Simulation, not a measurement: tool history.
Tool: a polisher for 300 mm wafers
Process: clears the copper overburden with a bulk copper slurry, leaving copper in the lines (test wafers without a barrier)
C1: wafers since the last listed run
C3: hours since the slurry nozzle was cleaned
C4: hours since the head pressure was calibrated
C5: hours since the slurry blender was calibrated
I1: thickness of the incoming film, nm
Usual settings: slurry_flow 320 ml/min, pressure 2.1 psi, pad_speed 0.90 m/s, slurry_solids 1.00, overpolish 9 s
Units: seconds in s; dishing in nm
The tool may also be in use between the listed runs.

run 1 day=0.000 | slurry_flow=320 pressure=2.1 pad_speed=0.90 slurry_solids=1.00 overpolish=9 | C1=0 wafers_polished_on_this_pad=644 C3=169.0 C4=60.2 C5=37.1 | I1=700.1 | seconds=114.5 dishing=31.2
run 2 day=1.475 | slurry_flow=320 pressure=2.1 pad_speed=0.90 slurry_solids=1.00 overpolish=9 | C1=149 wafers_polished_on_this_pad=793 C3=204.4 C4=95.6 C5=72.5 | I1=691.3 | seconds=113.7 dishing=31.9
run 3 day=2.958 | slurry_flow=320 pressure=2.1 pad_speed=0.90 slurry_solids=1.00 overpolish=9 | C1=149 wafers_polished_on_this_pad=943 C3=240.0 C4=131.2 C5=108.1 | I1=690.1 | seconds=112.8 dishing=32.7
run 4 day=4.304 | slurry_flow=320 pressure=2.1 pad_speed=0.90 slurry_solids=1.00 overpolish=9 | C1=135 wafers_polished_on_this_pad=1079 C3=272.3 C4=163.5 C5=140.4 | I1=705.7 | seconds=117.0 dishing=31.0
-- day=5.062 worn pad replaced by a new one
-- day=5.304 slurry nozzle cleaned
run 5 day=5.638 | slurry_flow=320 pressure=2.1 pad_speed=0.90 slurry_solids=1.00 overpolish=9 | C1=113 wafers_polished_on_this_pad=53 C3=8.0 C4=195.5 C5=172.4 | I1=692.4 | seconds=110.0 dishing=33.7
run 6 day=6.921 | slurry_flow=320 pressure=2.1 pad_speed=0.90 slurry_solids=1.20 overpolish=9 | C1=129 wafers_polished_on_this_pad=183 C3=38.8 C4=226.3 C5=203.2 | I1=686.0 | seconds=106.9 dishing=34.4
run 7 day=8.150 | slurry_flow=320 pressure=2.1 pad_speed=0.90 slurry_solids=1.00 overpolish=9 | C1=124 wafers_polished_on_this_pad=307 C3=68.3 C4=255.8 C5=232.7 | I1=697.9 | seconds=112.6 dishing=32.0
-- day=8.538 slurry blender recalibrated
run 8 day=11.883 | slurry_flow=320 pressure=2.1 pad_speed=0.90 slurry_solids=1.00 overpolish=9 | C1=368 wafers_polished_on_this_pad=676 C3=157.9 C4=345.4 C5=80.3 | I1=700.2 | seconds=117.7 dishing=32.2
run 9 day=12.933 | slurry_flow=285 pressure=1.7 pad_speed=0.90 slurry_solids=1.20 overpolish=13 | C1=106 wafers_polished_on_this_pad=782 C3=183.1 C4=370.6 C5=105.5 | I1=706.3 | seconds=139.8 dishing=36.9
run 10 day=13.858 | slurry_flow=320 pressure=2.1 pad_speed=0.90 slurry_solids=1.00 overpolish=9 | C1=93 wafers_polished_on_this_pad=876 C3=205.3 C4=392.8 C5=127.7 | I1=696.6 | seconds=114.5 dishing=32.8
run 11 day=15.150 | slurry_flow=320 pressure=2.1 pad_speed=0.90 slurry_solids=1.00 overpolish=9 | C1=130 wafers_polished_on_this_pad=1006 C3=236.3 C4=423.8 C5=158.7 | I1=706.8 | seconds=119.1 dishing=31.7
-- day=15.562 worn pad replaced by a new one
run 12 day=15.821 | slurry_flow=365 pressure=1.8 pad_speed=0.90 slurry_solids=1.00 overpolish=9 | C1=50 wafers_polished_on_this_pad=26 C3=252.4 C4=439.9 C5=174.8 | I1=688.5 | seconds=120.8 dishing=30.2
run 13 day=16.979 | slurry_flow=320 pressure=2.1 pad_speed=0.70 slurry_solids=1.00 overpolish=13 | C1=117 wafers_polished_on_this_pad=143 C3=280.2 C4=467.7 C5=202.6 | I1=692.5 | seconds=129.7 dishing=39.0
run 14 day=17.800 | slurry_flow=320 pressure=2.1 pad_speed=1.18 slurry_solids=1.15 overpolish=13 | C1=82 wafers_polished_on_this_pad=226 C3=299.9 C4=487.4 C5=222.3 | I1=699.0 | seconds=88.3 dishing=51.4
-- day=17.988 slurry blender recalibrated
run 15 day=18.796 | slurry_flow=320 pressure=2.1 pad_speed=0.70 slurry_solids=0.80 overpolish=9 | C1=92 wafers_polished_on_this_pad=318 C3=323.8 C4=511.3 C5=19.4 | I1=699.9 | seconds=142.1 dishing=26.8
run 16 day=19.475 | slurry_flow=380 pressure=2.1 pad_speed=0.76 slurry_solids=0.70 overpolish=6 | C1=68 wafers_polished_on_this_pad=387 C3=340.1 C4=527.6 C5=35.7 | I1=700.5 | seconds=135.6 dishing=19.6
-- day=19.633 slurry nozzle cleaned
run 17 day=20.329 | slurry_flow=320 pressure=2.1 pad_speed=0.90 slurry_solids=0.75 overpolish=9 | C1=82 wafers_polished_on_this_pad=469 C3=16.7 C4=548.1 C5=56.2 | I1=694.9 | seconds=123.2 dishing=30.9
run 18 day=21.258 | slurry_flow=320 pressure=2.6 pad_speed=0.90 slurry_solids=0.90 overpolish=7 | C1=93 wafers_polished_on_this_pad=563 C3=39.0 C4=570.4 C5=78.5 | I1=712.6 | seconds=93.4 dishing=31.6
run 19 day=22.217 | slurry_flow=320 pressure=2.1 pad_speed=0.90 slurry_solids=1.00 overpolish=9 | C1=96 wafers_polished_on_this_pad=659 C3=62.0 C4=593.4 C5=101.5 | I1=691.3 | seconds=113.5 dishing=33.1
run 20 day=23.538 | slurry_flow=390 pressure=2.1 pad_speed=0.90 slurry_solids=0.70 overpolish=4 | C1=133 wafers_polished_on_this_pad=793 C3=93.7 C4=625.1 C5=133.2 | I1=703.4 | seconds=120.1 dishing=15.1
run 21 day=24.521 | slurry_flow=320 pressure=1.5 pad_speed=0.90 slurry_solids=1.00 overpolish=9 | C1=99 wafers_polished_on_this_pad=892 C3=117.3 C4=648.7 C5=156.8 | I1=707.4 | seconds=163.3 dishing=24.1
run 22 day=25.079 | slurry_flow=320 pressure=2.6 pad_speed=0.90 slurry_solids=0.90 overpolish=7 | C1=56 wafers_polished_on_this_pad=949 C3=130.7 C4=662.1 C5=170.2 | I1=710.8 | seconds=98.7 dishing=31.2
-- day=25.442 worn pad replaced by a new one
run 23 day=25.779 | slurry_flow=320 pressure=2.8 pad_speed=0.70 slurry_solids=1.00 overpolish=11 | C1=53 wafers_polished_on_this_pad=33 C3=147.5 C4=678.9 C5=187.0 | I1=700.8 | seconds=99.2 dishing=44.2
run 24 day=27.104 | slurry_flow=320 pressure=2.1 pad_speed=0.90 slurry_solids=1.00 overpolish=9 | C1=133 wafers_polished_on_this_pad=167 C3=179.3 C4=710.7 C5=218.8 | I1=696.7 | seconds=105.1 dishing=33.8
run 25 day=28.150 | slurry_flow=320 pressure=2.1 pad_speed=0.90 slurry_solids=1.00 overpolish=9 | C1=105 wafers_polished_on_this_pad=273 C3=204.4 C4=735.8 C5=243.9 | I1=699.5 | seconds=110.1 dishing=33.5
run 26 day=28.925 | slurry_flow=320 pressure=2.1 pad_speed=0.90 slurry_solids=1.00 overpolish=9 | C1=78 wafers_polished_on_this_pad=351 C3=223.0 C4=754.4 C5=262.5 | I1=690.3 | seconds=114.0 dishing=33.5
-- day=29.083 slurry blender recalibrated
run 27 day=30.267 | slurry_flow=320 pressure=2.1 pad_speed=0.90 slurry_solids=1.15 overpolish=9 | C1=127 wafers_polished_on_this_pad=478 C3=255.2 C4=786.6 C5=28.4 | I1=695.8 | seconds=109.6 dishing=33.8

Forecast each of these 5 alternatives for the next run:
run A day=30.288 | slurry_flow=425 pressure=2.1 pad_speed=0.90 slurry_solids=1.00 overpolish=9 | C1=2 wafers_polished_on_this_pad=481 C3=255.7 C4=787.1 C5=28.9 | I1=704.0 | seconds=? dishing=?
run B day=30.288 | slurry_flow=320 pressure=2.1 pad_speed=0.90 slurry_solids=1.25 overpolish=9 | C1=2 wafers_polished_on_this_pad=481 C3=255.7 C4=787.1 C5=28.9 | I1=704.0 | seconds=? dishing=?
run C day=30.288 | slurry_flow=275 pressure=1.6 pad_speed=0.76 slurry_solids=1.00 overpolish=5 | C1=2 wafers_polished_on_this_pad=481 C3=255.7 C4=787.1 C5=28.9 | I1=704.0 | seconds=? dishing=?
run D day=30.288 | slurry_flow=370 pressure=2.1 pad_speed=0.66 slurry_solids=1.00 overpolish=13 | C1=2 wafers_polished_on_this_pad=481 C3=255.7 C4=787.1 C5=28.9 | I1=704.0 | seconds=? dishing=?
run E day=30.288 | slurry_flow=380 pressure=2.1 pad_speed=1.02 slurry_solids=1.15 overpolish=9 | C1=2 wafers_polished_on_this_pad=481 C3=255.7 C4=787.1 C5=28.9 | I1=704.0 | seconds=? dishing=?

run=A seconds=111.9 dishing=33.9
run=B seconds=108.4 dishing=34.8
run=C seconds=172.3 dishing=13.7
run=D seconds=140.7 dishing=37.9
run=E seconds=99.2 dishing=37.3
Without the tool's hidden state the same runs would have given:
run=A seconds=110.7 dishing=34.1
run=B seconds=107.2 dishing=35.0
run=C seconds=170.4 dishing=13.8
run=D seconds=139.2 dishing=38.1
run=E seconds=98.1 dishing=37.5
